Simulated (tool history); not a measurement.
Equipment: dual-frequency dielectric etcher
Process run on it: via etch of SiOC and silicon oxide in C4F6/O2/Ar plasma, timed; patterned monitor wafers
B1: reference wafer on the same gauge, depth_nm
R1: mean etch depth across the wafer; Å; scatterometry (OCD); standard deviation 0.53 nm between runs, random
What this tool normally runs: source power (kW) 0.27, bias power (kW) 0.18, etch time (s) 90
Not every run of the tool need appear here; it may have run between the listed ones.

{"run": 1, "hour": 0.0, "source power (kW)": 0.27, "bias power (kW)": 0.18, "etch time (s)": 90, "B1": 88.7, "R1": 907}
{"run": 2, "hour": 14.9, "source power (kW)": 0.27, "bias power (kW)": 0.18, "etch time (s)": 105.5, "B1": 88.9, "R1": 1066}
{"run": 3, "hour": 53.6, "source power (kW)": 0.27, "bias power (kW)": 0.18, "etch time (s)": 90, "B1": 88.6, "R1": 917}
{"run": 4, "hour": 63.5, "source power (kW)": 0.27, "bias power (kW)": 0.18, "etch time (s)": 90, "B1": 88.8, "R1": 915}
{"run": 5, "hour": 76.9, "source power (kW)": 0.27, "bias power (kW)": 0.152, "etch time (s)": 90, "B1": 88.7, "R1": 872}
{"run": 6, "hour": 93.0, "source power (kW)": 0.27, "bias power (kW)": 0.18, "etch time (s)": 109.5, "B1": 88.6, "R1": 1111}
{"run": 7, "hour": 103.5, "source power (kW)": 0.27, "bias power (kW)": 0.18, "etch time (s)": 109.5, "B1": 88.7, "R1": 1123}
{"hour": 121.6, "done": "bias power generator calibrated"}
{"run": 8, "hour": 122.1, "source power (kW)": 0.27, "bias power (kW)": 0.18, "etch time (s)": 90, "B1": 88.7, "R1": 921}
{"run": 9, "hour": 135.3, "source power (kW)": 0.31, "bias power (kW)": 0.18, "etch time (s)": 90, "B1": 88.6, "R1": 966}
{"run": 10, "hour": 150.4, "source power (kW)": 0.31, "bias power (kW)": 0.18, "etch time (s)": 90, "B1": 88.6, "R1": 977}
{"run": 11, "hour": 164.9, "source power (kW)": 0.31, "bias power (kW)": 0.18, "etch time (s)": 90, "B1": 88.8, "R1": 970}
{"run": 12, "hour": 173.5, "source power (kW)": 0.27, "bias power (kW)": 0.18, "etch time (s)": 69.5, "B1": 88.8, "R1": 710}
{"hour": 199.8, "done": "gauge calibrated"}
{"run": 13, "hour": 222.2, "source power (kW)": 0.27, "bias power (kW)": 0.18, "etch time (s)": 90, "B1": 88.6, "R1": 924}
{"run": 14, "hour": 228.8, "source power (kW)": 0.27, "bias power (kW)": 0.18, "etch time (s)": 90, "B1": 88.7, "R1": 929}
{"hour": 261.8, "done": "wet clean of the chamber"}
{"run": 15, "hour": 262.3, "source power (kW)": 0.24, "bias power (kW)": 0.209, "etch time (s)": 90, "B1": 88.7, "R1": 898}
{"run": 16, "hour": 262.7, "source power (kW)": 0.22, "bias power (kW)": 0.193, "etch time (s)": 73.5, "B1": 88.8, "R1": 687}
{"run": 17, "hour": 264.3, "source power (kW)": 0.34, "bias power (kW)": 0.192, "etch time (s)": 108.5, "B1": 88.6, "R1": 1189}
{"hour": 276.6, "done": "source power generator calibrated"}
{"hour": 294.0, "done": "upper electrode replaced"}
{"run": 18, "hour": 294.5, "source power (kW)": 0.24, "bias power (kW)": 0.136, "etch time (s)": 64.5, "B1": 88.7, "R1": 567}
{"run": 19, "hour": 295.8, "source power (kW)": 0.27, "bias power (kW)": 0.18, "etch time (s)": 90, "B1": 88.8, "R1": 909}
{"run": 20, "hour": 309.8, "source power (kW)": 0.32, "bias power (kW)": 0.18, "etch time (s)": 78.5, "B1": 88.7, "R1": 831}
{"run": 21, "hour": 321.3, "source power (kW)": 0.31, "bias power (kW)": 0.156, "etch time (s)": 101.5, "B1": 88.8, "R1": 1017}
{"run": 22, "hour": 335.1, "source power (kW)": 0.27, "bias power (kW)": 0.18, "etch time (s)": 90, "B1": 88.8, "R1": 896}
{"run": 23, "hour": 351.3, "source power (kW)": 0.22, "bias power (kW)": 0.206, "etch time (s)": 71, "B1": 88.8, "R1": 687}
{"run": 24, "hour": 368.9, "source power (kW)": 0.27, "bias power (kW)": 0.152, "etch time (s)": 90, "B1": 88.7, "R1": 852}
{"run": 25, "hour": 375.3, "source power (kW)": 0.27, "bias power (kW)": 0.18, "etch time (s)": 90, "B1": 88.6, "R1": 906}
{"run": 26, "hour": 383.7, "source power (kW)": 0.31, "bias power (kW)": 0.18, "etch time (s)": 90, "B1": 88.7, "R1": 938}
{"run": 27, "hour": 395.0, "source power (kW)": 0.25, "bias power (kW)": 0.18, "etch time (s)": 90, "B1": 88.6, "R1": 880}
{"run": 28, "hour": 401.3, "source power (kW)": 0.24, "bias power (kW)": 0.155, "etch time (s)": 70.5, "B1": 88.7, "R1": 642}

State the hidden condition of the tool at each of the runs:
source power that arrives over what is set, %: 0 across all the runs
bias power that arrives over what is set, %: 0 across all the runs
gauge reads high (%): 0 across all the runs
H1: etch rate over this chamber's usual, %
run=1 H1=1.96
run=2 H1=2.08
run=3 H1=2.41
run=4 H1=2.49
run=5 H1=2.6
run=6 H1=2.73
run=7 H1=2.82
run=8 H1=2.98
run=9 H1=3.09
run=10 H1=3.21
run=11 H1=3.33
run=12 H1=3.41
run=13 H1=3.81
run=14 H1=3.87
run=15 H1=-0.109
run=16 H1=-0.106
run=17 H1=-0.0928
run=18 H1=0.159
run=19 H1=0.17
run=20 H1=0.286
run=21 H1=0.382
run=22 H1=0.497
run=23 H1=0.632
run=24 H1=0.779
run=25 H1=0.832
run=26 H1=0.902
run=27 H1=0.997
run=28 H1=1.05

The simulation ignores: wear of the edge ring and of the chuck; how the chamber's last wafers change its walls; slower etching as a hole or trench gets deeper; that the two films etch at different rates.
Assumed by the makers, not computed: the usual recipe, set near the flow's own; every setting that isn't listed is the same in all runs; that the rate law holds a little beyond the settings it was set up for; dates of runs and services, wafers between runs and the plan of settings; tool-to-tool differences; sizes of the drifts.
